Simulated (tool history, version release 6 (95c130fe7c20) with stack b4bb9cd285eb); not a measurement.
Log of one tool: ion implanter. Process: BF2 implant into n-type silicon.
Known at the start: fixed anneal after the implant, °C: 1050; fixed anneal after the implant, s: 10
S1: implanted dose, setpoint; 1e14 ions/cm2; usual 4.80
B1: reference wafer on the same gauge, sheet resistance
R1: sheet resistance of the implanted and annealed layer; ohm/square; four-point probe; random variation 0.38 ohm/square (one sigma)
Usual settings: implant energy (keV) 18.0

Run 1, hour 0.0: usual settings; B1 251.00. Result: R1 243.76 ohm/square.
Run 2, hour 12.9: usual settings; B1 251.01. Result: R1 243.34 ohm/square.
Run 3, hour 21.5: usual settings; B1 251.06. Result: R1 243.52 ohm/square.
Run 4, hour 36.3: usual settings; B1 250.99. Result: R1 243.71 ohm/square.
Run 5, hour 45.0: usual settings; B1 250.96. Result: R1 243.39 ohm/square.
Run 6, hour 52.0: usual settings; B1 250.97. Result: R1 243.41 ohm/square.
Run 7, hour 61.8: usual settings; B1 250.98. Result: R1 243.25 ohm/square.
Run 8, hour 73.5: usual settings but implant energy (keV) 22.0; B1 251.06. Result: R1 236.36 ohm/square.
Run 9, hour 80.0: usual settings but implant energy (keV) 16.5; B1 251.10. Result: R1 247.40 ohm/square.
Run 10, hour 86.0: usual settings but S1 5.16 1e14 ions/cm2, implant energy (keV) 15.5; B1 250.98. Result: R1 237.33 ohm/square.
Run 11, hour 99.5: usual settings; B1 250.95. Result: R1 243.36 ohm/square.
Run 12, hour 108.1: usual settings; B1 250.93. Result: R1 242.86 ohm/square.
Run 13, hour 115.5: usual settings but implant energy (keV) 13.5; B1 250.99. Result: R1 256.72 ohm/square.
Run 14, hour 156.4: usual settings; B1 251.02. Result: R1 243.95 ohm/square.
Run 15, hour 169.2: usual settings but S1 4.48 1e14 ions/cm2; B1 251.06. Result: R1 256.79 ohm/square.
Run 16, hour 184.2: usual settings but S1 4.48 1e14 ions/cm2; B1 251.01. Result: R1 256.56 ohm/square.
Run 17, hour 192.3: usual settings; B1 251.01. Result: R1 243.34 ohm/square.
Run 18, hour 202.9: usual settings but S1 3.84 1e14 ions/cm2, implant energy (keV) 19.5; B1 250.97. Result: R1 287.74 ohm/square.
At hour 213.9: Faraday cup replaced and dose calibrated.
Run 19, hour 219.9: usual settings but S1 4.19 1e14 ions/cm2, implant energy (keV) 23.0; B1 251.05. Result: R1 269.10 ohm/square.
Run 20, hour 231.4: usual settings but S1 3.84 1e14 ions/cm2, implant energy (keV) 19.5; B1 251.00. Result: R1 293.17 ohm/square.
Run 21, hour 247.7: usual settings; B1 251.02. Result: R1 247.12 ohm/square.
Run 22, hour 257.3: usual settings but S1 3.86 1e14 ions/cm2, implant energy (keV) 16.0; B1 251.08. Result: R1 299.92 ohm/square.
Run 23, hour 271.1: usual settings but S1 3.59 1e14 ions/cm2, implant energy (keV) 24.0; B1 250.98. Result: R1 302.99 ohm/square.
Run 24, hour 277.7: usual settings but S1 4.00 1e14 ions/cm2, implant energy (keV) 22.5; B1 250.94. Result: R1 278.49 ohm/square.
Run 25, hour 287.0: usual settings but implant energy (keV) 22.5; B1 251.04. Result: R1 238.65 ohm/square.
Run 26, hour 296.3: usual settings; B1 251.00. Result: R1 246.26 ohm/square.
At hour 306.9: extraction supply calibrated.
Run 27, hour 309.1: usual settings but S1 4.00 1e14 ions/cm2, implant energy (keV) 13.5; B1 250.95. Result: R1 298.23 ohm/square.
Run 28, hour 321.9: usual settings but implant energy (keV) 20.5; B1 251.10. Result: R1 240.78 ohm/square.
At hour 328.5: gauge calibrated.
Run 29, hour 330.9: usual settings but S1 5.17 1e14 ions/cm2, implant energy (keV) 15.5; B1 251.03. Result: R1 238.91 ohm/square.
Run 30, hour 342.6: usual settings; B1 250.97. Result: R1 244.91 ohm/square.
Run 31, hour 354.6: usual settings but S1 3.37 1e14 ions/cm2, implant energy (keV) 16.5; B1 250.97. Result: R1 330.54 ohm/square.
Run 32, hour 372.5: usual settings but S1 3.79 1e14 ions/cm2, implant energy (keV) 16.0; B1 251.01. Result: R1 300.97 ohm/square.
Run 33, hour 425.3: usual settings but implant energy (keV) 16.0; B1 250.99. Result: R1 248.78 ohm/square.
Run 34, hour 432.0: usual settings; B1 251.00. Result: R1 244.55 ohm/square.

Hidden state or all else? Some run-to-run changes of R1, split into what the settings, what came in and random variation would give without the hidden state, and what is left for the hidden state (with any gauge scatter that isn't in both results):
The hidden state here: deviation of the true dose from the Faraday cup's reading, %; deviation of the true energy from its setpoint, %; gauge reads high (%).
Run 17 -> 18: S1 4.80 -> 3.84, implant energy (keV) 18.0 -> 19.5. R1 +44.40 ohm/square: hidden state -1.81, all else +46.21.
Run 18 -> 19: S1 3.84 -> 4.19, implant energy (keV) 19.5 -> 23.0, Faraday cup replaced and dose calibrated. R1 -18.64 ohm/square: hidden state +6.53, all else -25.17.
Run 21 -> 22: S1 4.80 -> 3.86, implant energy (keV) 18.0 -> 16.0. R1 +52.80 ohm/square: hidden state -1.02, all else +53.82.
Run 27 -> 28: S1 4.00 -> 4.80, implant energy (keV) 13.5 -> 20.5. R1 -57.45 ohm/square: hidden state +0.48, all else -57.93.
Run 30 -> 31: S1 4.80 -> 3.37, implant energy (keV) 18.0 -> 16.5. R1 +85.63 ohm/square: hidden state -2.47, all else +88.10.
